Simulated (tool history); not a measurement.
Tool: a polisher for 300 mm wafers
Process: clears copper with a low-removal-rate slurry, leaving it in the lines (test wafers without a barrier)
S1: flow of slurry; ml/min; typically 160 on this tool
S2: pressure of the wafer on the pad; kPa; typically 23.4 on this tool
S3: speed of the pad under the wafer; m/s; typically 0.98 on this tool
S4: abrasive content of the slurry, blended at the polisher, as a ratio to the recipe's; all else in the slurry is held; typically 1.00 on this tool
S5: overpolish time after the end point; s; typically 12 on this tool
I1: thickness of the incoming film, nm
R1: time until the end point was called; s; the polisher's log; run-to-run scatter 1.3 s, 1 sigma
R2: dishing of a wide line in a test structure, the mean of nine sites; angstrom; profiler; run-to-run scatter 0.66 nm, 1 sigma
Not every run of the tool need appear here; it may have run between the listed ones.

run     day   S1    S2    S3    S4  S5     I1     R1   R2
  1   0.000  160  17.9  0.98  1.00  12  386.1  145.9  223
  2   1.092  160  23.4  0.98  1.00  12  377.8  110.6  291
  3   2.112  160  23.4  0.98  1.00  12  380.3  110.2  283
  4   3.583  140  23.4  0.98  1.00  12  382.4  113.6  283
  5   4.621  160  23.4  0.98  1.00  12  384.5  112.9  285
      5.712  -- worn pad replaced by a new one
  6   6.071  115  26.2  0.98  1.30   6  380.9   97.1  166
  7   7.267  160  29.6  0.80  1.00  14  381.0  110.4  325
  8   8.154  160  17.9  1.20  1.00  12  379.1  126.1  258
  9   8.733  130  23.4  1.18  1.00  12  380.2  101.6  305
 10   9.904  195  23.4  0.98  1.00  18  373.8  117.1  369
 11  10.500  160  23.4  0.98  1.00  12  380.6  118.7  270
     10.775  -- slurry nozzle cleaned
     13.146  -- head pressure recalibrated
 12  14.754  160  23.4  1.16  1.30  15  379.9   85.9  420
 13  15.867  125  23.4  0.98  0.90  12  381.6  117.6  271
     16.629  -- worn pad replaced by a new one
 14  16.650  140  23.4  1.22  1.00  12  383.8   93.7  333
 15  17.475  160  23.4  0.98  1.00  12  375.8  111.9  285
     18.508  -- slurry blender recalibrated
 16  18.900  160  27.6  1.26  1.20  12  386.1   66.1  449
 17  19.908  215  19.3  1.26  1.00  16  379.5   98.5  398
 18  20.921  160  15.2  0.98  1.00  12  379.8  164.6  199
 19  22.133  175  17.2  0.70  1.00  12  379.9  196.1  174
 20  23.142  160  26.9  1.20  1.00   7  376.6   76.0  250
 21  23.779  130  23.4  0.98  1.00   6  385.6  111.0  156
 22  24.475  160  20.0  0.66  1.20  12  373.4  170.3  192
 23  25.838  160  23.4  0.98  1.00  12  378.9  112.4  290
 24  27.146  160  28.3  0.98  0.85   7  386.6   99.3  199
     27.583  -- worn pad replaced by a new one
 25  28.642  160  27.6  0.86  1.00  12  382.5  110.2  302
 26  29.242  160  18.6  0.64  0.70  12  376.2  237.7  144
 27  30.625  160  29.6  0.80  1.00  14  384.4  107.2  344

Difference, measured minus no-hidden-state, one row per run. Run-to-run variation is common to both terms; the gauge's own scatter need not be:
The hidden state here: removal rate lost through wear of the pad, %; slurry flow missing at the pad, %; deviation of the head's pressure from its setpoint, %; abrasive missing from the slurry, %.
run     R1   R2
  1  +10.4  -16
  2   +8.7  -22
  3   +9.5  -23
  4  +11.0  -26
  5  +11.7  -28
  6  +11.2  -20
  7  +13.6  -38
  8  +16.3  -32
  9  +13.5  -39
 10  +16.7  -48
 11  +17.4  -40
 12   +6.9  -27
 13   +9.9  -21
 14   +8.6  -27
 15  +11.1  -26
 16   +1.3   -7
 17   +2.7   -9
 18   +5.7   -6
 19   +8.5   -7
 20   +3.9  -12
 21   +6.2   -9
 22  +10.5  -11
 23   +8.0  -19
 24   +7.8  -16
 25  +10.1  -26
 26  +21.9  -14
 27  +11.4  -33

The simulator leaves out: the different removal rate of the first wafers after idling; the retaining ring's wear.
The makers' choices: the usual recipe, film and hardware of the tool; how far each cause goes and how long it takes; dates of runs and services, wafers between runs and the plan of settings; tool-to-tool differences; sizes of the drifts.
